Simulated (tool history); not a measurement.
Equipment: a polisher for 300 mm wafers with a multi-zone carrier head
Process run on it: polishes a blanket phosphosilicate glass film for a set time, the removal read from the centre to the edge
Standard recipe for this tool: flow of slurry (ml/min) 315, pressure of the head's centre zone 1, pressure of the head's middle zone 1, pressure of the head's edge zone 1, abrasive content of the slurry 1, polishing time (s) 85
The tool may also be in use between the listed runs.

| run | hour | flow of slurry (ml/min) | pressure of the head's centre zone | pressure of the head's middle zone | pressure of the head's edge zone | abrasive content of the slurry | polishing time (s) | wafers since the last listed run | wafers polished on this pad | hours since the slurry nozzle was cleaned | hours since the centre zone pressure was calibrated | hours since the edge zone pressure was calibrated | hours since the carrier head's membrane was replaced | incoming thickness of the incoming film, nm | film removed at the wafer's centre (nm) | film removed at mid-radius (nm) | film removed at the wafer's edge (nm) |
|---|---|---|---|---|---|---|---|---|---|---|---|---|---|---|---|---|---|
| 1 | 0 | 315 | 1.06 | 1 | 0.95 | 1 | 85 | 0 | 834 | 3.2 | 99 | 1083.4 | 1277.7 | 3505.3 | 789.8 | 763.1 | 755 |
|  | 12.4 | carrier head's membrane replaced by a new one |
| 2 | 34.5 | 315 | 1 | 1 | 1 | 1 | 85 | 228 | 1062 | 37.7 | 133.5 | 1117.9 | 22.1 | 3426.3 | 742.9 | 748.9 | 769.4 |
| 3 | 79.1 | 315 | 1 | 1 | 1 | 1 | 85 | 345 | 1408 | 82.3 | 178.1 | 1162.5 | 66.7 | 3489.2 | 737.4 | 758.5 | 781.1 |
| 4 | 139.7 | 380 | 1.09 | 1 | 0.91 | 1 | 85 | 469 | 1877 | 142.9 | 238.7 | 1223.1 | 127.3 | 3465.8 | 820.2 | 766.8 | 757.9 |
| 5 | 166.1 | 315 | 1 | 1 | 1 | 1 | 85 | 204 | 2081 | 169.3 | 265.1 | 1249.5 | 153.7 | 3506.6 | 728.6 | 767.7 | 772.6 |
| 6 | 196.2 | 365 | 1.1 | 1 | 1 | 1 | 85 | 233 | 2314 | 199.4 | 295.2 | 1279.6 | 183.8 | 3389.6 | 821.9 | 783.6 | 777.1 |
|  | 199.9 | edge zone pressure recalibrated |
| 7 | 243.3 | 315 | 1 | 1 | 1 | 1 | 85 | 349 | 2664 | 246.5 | 342.3 | 43.4 | 230.9 | 3435.6 | 744.6 | 735.2 | 766.1 |
|  | 266.9 | worn pad replaced by a new one |
| 8 | 325.7 | 315 | 1 | 1 | 1 | 1 | 85 | 607 | 455 | 328.9 | 424.7 | 125.8 | 313.3 | 3452.4 | 738.9 | 753.6 | 766.9 |
| 9 | 387.9 | 315 | 1 | 1.12 | 0.94 | 1.1 | 85 | 481 | 936 | 391.1 | 486.9 | 188 | 375.5 | 3504.4 | 768.2 | 848.2 | 763.2 |
| 10 | 449.3 | 260 | 1.1 | 1 | 1 | 1 | 85 | 475 | 1412 | 452.5 | 548.3 | 249.4 | 436.9 | 3470.1 | 796.7 | 714.1 | 766.5 |
| 11 | 505.5 | 210 | 0.96 | 0.89 | 1 | 1 | 105 | 435 | 1847 | 508.7 | 604.5 | 305.6 | 493.1 | 3418.4 | 818.2 | 767 | 897.1 |
| 12 | 572.1 | 315 | 1 | 1 | 1 | 1 | 85 | 515 | 2363 | 575.3 | 671.1 | 372.2 | 559.7 | 3466.6 | 727.8 | 723.4 | 760.4 |
|  | 631.5 | centre zone pressure recalibrated |
| 13 | 636.6 | 315 | 1 | 1 | 1 | 1 | 85 | 483 | 2846 | 639.8 | 5.1 | 436.7 | 624.2 | 3471 | 689.8 | 711.7 | 727.7 |
|  | 641 | worn pad replaced by a new one |
|  | 679.4 | slurry nozzle cleaned |
| 14 | 691 | 315 | 0.89 | 0.91 | 1 | 1 | 85 | 382 | 379 | 11.6 | 59.5 | 491.1 | 678.6 | 3394.2 | 656.3 | 702 | 776.9 |
| 15 | 735.8 | 315 | 1 | 1 | 1 | 1 | 85 | 346 | 725 | 56.4 | 104.3 | 535.9 | 723.4 | 3420.1 | 755.7 | 755.9 | 756.6 |
| 16 | 762.1 | 370 | 1 | 1 | 1 | 1 | 85 | 203 | 929 | 82.7 | 130.6 | 562.2 | 749.7 | 3433.8 | 751.1 | 747.2 | 783 |
| 17 | 794.3 | 315 | 1 | 1 | 1.05 | 0.8 | 85 | 249 | 1178 | 114.9 | 162.8 | 594.4 | 781.9 | 3512.9 | 686.1 | 700.4 | 731.9 |
| 18 | 864.6 | 315 | 1 | 0.93 | 1 | 1 | 85 | 544 | 1723 | 185.2 | 233.1 | 664.7 | 852.2 | 3429.6 | 750.3 | 721.6 | 774 |
| 19 | 915.1 | 315 | 1 | 1.04 | 1 | 0.9 | 100 | 390 | 2114 | 235.7 | 283.6 | 715.2 | 902.7 | 3492.2 | 842.8 | 866.4 | 879.7 |
| 20 | 968.4 | 315 | 0.91 | 1 | 1 | 1 | 85 | 412 | 2526 | 289 | 336.9 | 768.5 | 956 | 3415.6 | 674.2 | 751 | 771.2 |
| 21 | 1019.6 | 315 | 0.9 | 1 | 1 | 1 | 85 | 396 | 2923 | 340.2 | 388.1 | 819.7 | 1007.2 | 3381.5 | 664.5 | 766.2 | 771.5 |

Alternative continuations, all from the tool just after run 21; predict every row:
| A | 1020 | 315 | 1 | 1 | 1 | 1 | 85 | 3 | 2926 | 340.6 | 388.5 | 820.1 | 1007.6 | 3458.4 | ? | ? | ? |
| B | 1020 | 315 | 1 | 1 | 1 | 1.2 | 74 | 3 | 2926 | 340.6 | 388.5 | 820.1 | 1007.6 | 3458.4 | ? | ? | ? |
| C | 1020 | 415 | 1.11 | 1 | 1.11 | 1 | 85 | 3 | 2926 | 340.6 | 388.5 | 820.1 | 1007.6 | 3458.4 | ? | ? | ? |
| D | 1020 | 315 | 0.94 | 1 | 1 | 1 | 104 | 3 | 2926 | 340.6 | 388.5 | 820.1 | 1007.6 | 3458.4 | ? | ? | ? |

| run | film removed at the wafer's centre (nm) | film removed at mid-radius (nm) | film removed at the wafer's edge (nm) |
|---|---|---|---|
| A | 749.4 | 764.5 | 758.9 |
| B | 692.3 | 706.2 | 701 |
| C | 854.8 | 782.5 | 814 |
| D | 861.6 | 935.6 | 928.5 |
With no hidden state in the tool, these same runs would have given:
| run | film removed at the wafer's centre (nm) | film removed at mid-radius (nm) | film removed at the wafer's edge (nm) |
|---|---|---|---|
| A | 750.4 | 776.3 | 767.8 |
| B | 693.2 | 717.1 | 709.2 |
| C | 852.8 | 792 | 821.5 |
| D | 862.6 | 950.2 | 939.4 |

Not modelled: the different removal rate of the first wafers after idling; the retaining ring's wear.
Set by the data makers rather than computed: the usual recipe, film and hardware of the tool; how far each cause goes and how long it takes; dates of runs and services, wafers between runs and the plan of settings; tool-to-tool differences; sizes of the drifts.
